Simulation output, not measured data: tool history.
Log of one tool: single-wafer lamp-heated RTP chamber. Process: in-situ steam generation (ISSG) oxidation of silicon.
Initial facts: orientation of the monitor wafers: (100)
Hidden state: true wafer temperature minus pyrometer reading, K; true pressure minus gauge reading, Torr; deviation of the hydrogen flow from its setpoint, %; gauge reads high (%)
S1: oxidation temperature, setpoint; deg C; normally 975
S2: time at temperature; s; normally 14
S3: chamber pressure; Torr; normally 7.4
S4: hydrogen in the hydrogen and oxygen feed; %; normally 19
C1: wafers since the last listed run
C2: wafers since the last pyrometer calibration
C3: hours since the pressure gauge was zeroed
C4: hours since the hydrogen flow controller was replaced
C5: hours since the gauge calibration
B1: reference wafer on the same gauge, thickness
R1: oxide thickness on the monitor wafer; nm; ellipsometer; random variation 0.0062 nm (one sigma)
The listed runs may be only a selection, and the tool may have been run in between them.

run,hour,S1,S2,S3,S4,C1,C2,C3,C4,C5,B1,R1
1,0,975,14,7.4,19,0,2317,2468.5,3142,1460.3,3.662,4.148
2,103.3,975,14,7.4,19,590,2907,2571.8,3245.3,1563.6,3.661,4.155
3,174,975,14,7.4,19,403,3311,2642.5,3316,1634.3,3.66,4.175
4,218.1,975,14,7.4,19,251,3563,2686.6,3360.1,1678.4,3.66,4.169
# hour 293.7: pyrometer window cleaned and pyrometer calibrated
5,294.2,975,14,7.4,19,388,2,2762.7,3436.2,1754.5,3.663,4.136
6,559.5,975,14,7.4,19,1515,1517,3028,3701.5,2019.8,3.66,4.147
7,637.7,962,14,7.4,19,446,1964,3106.2,3779.7,2098,3.659,3.978
8,741.3,975,11,7.4,19,591,2556,3209.8,3883.3,2201.6,3.66,3.768
9,821.7,975,14,7.4,22,459,3015,3290.2,3963.7,2282,3.66,4.319
# hour 994.3: gauge calibrated
# hour 1098.2: pyrometer window cleaned and pyrometer calibrated
10,1120,975,14,7.4,22,1658,124,3588.5,4262,125.7,3.661,4.317
11,1199.6,975,18,7.4,19,454,579,3668.1,4341.6,205.3,3.659,4.614
12,1269.9,975,18,7.4,19,401,980,3738.4,4411.9,275.6,3.66,4.604
# hour 1331.7: pressure gauge zeroed
13,1366.3,975,14,7.4,19,504,1485,34.6,4508.3,372,3.658,4.156
14,1434.7,975,14,7.4,19,390,1876,103,4576.7,440.4,3.661,4.169
15,1482.9,975,14,7.4,19,275,2151,151.2,4624.9,488.6,3.659,4.149
16,1561.1,958,19,6.9,29,446,2598,229.4,4703.1,566.8,3.66,4.997
17,1650.5,975,14,7.4,19,510,3108,318.8,4792.5,656.2,3.661,4.175
18,1706.8,989,14,6.9,19,321,3430,375.1,4848.8,712.5,3.661,4.359
# hour 1720.9: pyrometer window cleaned and pyrometer calibrated
# hour 1772: hydrogen flow controller replaced
19,1804.7,987,14,7.4,25,467,432,473,32.7,810.4,3.659,4.596
20,1857.5,975,17,6.9,25,301,734,525.8,85.5,863.2,3.66,4.772
21,1905.3,961,16,7.4,14,273,1007,573.6,133.3,911,3.661,3.891
22,1987.3,975,10,8,19,468,1475,655.6,215.3,993,3.66,3.603
23,2066.5,975,14,7.4,19,452,1928,734.8,294.5,1072.2,3.662,4.136
24,2128.6,956,10,7.4,19,354,2282,796.9,356.6,1134.3,3.661,3.432
25,2201.3,987,14,7.4,25,415,2698,869.6,429.3,1207,3.661,4.615
26,2251.5,975,14,7.4,12,286,2984,919.8,479.5,1257.2,3.66,3.719
27,2313,975,14,7.4,19,351,3336,981.3,541,1318.7,3.659,4.154
28,2408.5,975,14,7.4,19,545,3881,1076.8,636.5,1414.2,3.662,4.146
29,2470.1,975,14,7.4,19,351,4233,1138.4,698.1,1475.8,3.66,4.157
# hour 2489.5: pyrometer window cleaned and pyrometer calibrated
30,2508.7,989,14,7.4,19,174,109,1177,736.7,1514.4,3.662,4.32
31,2574.4,975,14,7.4,19,375,484,1242.7,802.4,1580.1,3.661,4.125

Here are 4 independent what-if runs from the current tool condition. What would each one return?
A,2574.9,975,19,7.4,19,2,487,1243.2,802.9,1580.6,?,?
B,2574.9,975,14,7.4,14,2,487,1243.2,802.9,1580.6,?,?
C,2574.9,986,18,7.8,19,2,487,1243.2,802.9,1580.6,?,?
D,2574.9,975,13,8.1,19,2,487,1243.2,802.9,1580.6,?,?

run,B1,R1
A,3.661,4.689
B,3.661,3.834
C,3.661,4.766
D,3.661,4.004
Without the tool's unlogged condition, the same runs would have read:
run,R1
A,4.683
B,3.829
C,4.76
D,3.999

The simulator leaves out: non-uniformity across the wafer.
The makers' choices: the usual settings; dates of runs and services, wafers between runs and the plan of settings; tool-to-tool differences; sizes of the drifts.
